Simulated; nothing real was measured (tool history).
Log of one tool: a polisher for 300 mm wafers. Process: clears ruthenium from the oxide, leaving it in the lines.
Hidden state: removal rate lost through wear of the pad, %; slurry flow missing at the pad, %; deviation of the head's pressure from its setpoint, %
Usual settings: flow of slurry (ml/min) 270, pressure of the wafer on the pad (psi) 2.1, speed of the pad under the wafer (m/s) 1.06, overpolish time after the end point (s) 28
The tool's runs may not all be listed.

run   hour  flow of slurry (ml/min)  pressure of the wafer on the pad (psi)  speed of the pad under the wafer (m/s)  overpolish time after the end point (s)  wafers since the last listed run  wafers polished on this pad  hours since the slurry nozzle was cleaned  hours since the head pressure was calibrated  incoming thickness of the incoming film, nm  time until the end point was called (s)
  1      0                      270                                     2.1                                    1.06                                       19                                 0                          169                                      108.5                                         218.7                                          169                                    129.3
  2   33.2                      270                                     2.1                                    1.06                                       19                               168                          337                                      141.7                                         251.9                                        168.5                                    129.4
  3   69.3                      270                                     2.1                                    1.06                                       19                               182                          519                                      177.8                                           288                                        170.1                                    134.1
  4  133.3                      270                                     2.1                                    1.06                                       28                               323                          843                                      241.8                                           352                                          167                                    134.9
       137  -- slurry nozzle cleaned
  5  160.1                      270                                     2.1                                    1.06                                       28                               130                          974                                       23.1                                         378.8                                        172.2                                    133.3
  6  192.9                      270                                     2.5                                    1.06                                       28                               166                         1140                                       55.9                                         411.6                                        171.1                                    113.7
     212.8  -- worn pad replaced by a new one
  7  231.7                      270                                     2.5                                    1.06                                       28                               176                           95                                       94.7                                         450.4                                          168                                    115.6
  8  284.6                      270                                     2.1                                    1.06                                       28                               267                          363                                      147.6                                         503.3                                          168                                    135.3
  9  321.5                      270                                     2.1                                    1.06                                       28                               186                          550                                      184.5                                         540.2                                        167.4                                    135.8
 10  387.7                      200                                     2.1                                    1.06                                       28                               335                          885                                      250.7                                         606.4                                        170.2                                    149.7
     398.4  -- slurry nozzle cleaned
 11  440.3                      200                                     2.1                                    1.06                                       28                               261                         1146                                       41.9                                           659                                        171.1                                    142.6
 12  466.8                      270                                     2.1                                    1.06                                       28                               134                         1280                                       68.4                                         685.5                                        166.5                                    134.3
     500.8  -- worn pad replaced by a new one
 13  526.5                      270                                     2.1                                    1.06                                       28                               281                          130                                      128.1                                         745.2                                        170.3                                      138
 14  586.4                      195                                     2.1                                    1.06                                       28                               303                          433                                        188                                         805.1                                        169.6                                    149.3
 15  624.9                      270                                     2.7                                     1.4                                       39                               194                          628                                      226.5                                         843.6                                        168.4                                     89.1
     660.6  -- slurry nozzle cleaned
 16  666.7                      225                                     2.8                                    1.18                                       15                               206                          834                                        6.1                                         885.4                                        171.5                                     98.8
 17  721.4                      270                                     2.1                                    1.28                                       28                               276                         1111                                       60.8                                         940.1                                        169.7                                    112.1
     751.8  -- worn pad replaced by a new one
 18  762.8                      270                                     2.1                                    1.06                                       28                               189                           55                                      102.2                                         981.5                                        170.9                                    140.2

Forecast run 19:
 19  793.1                      270                                     2.1                                    1.06                                       28                               153                          209                                      132.5                                        1011.8                                        170.2                                        ?

Run 19 gave time until the end point was called (s) 139.
Without the tool's hidden state the same run would have given time until the end point was called (s) 123.6.
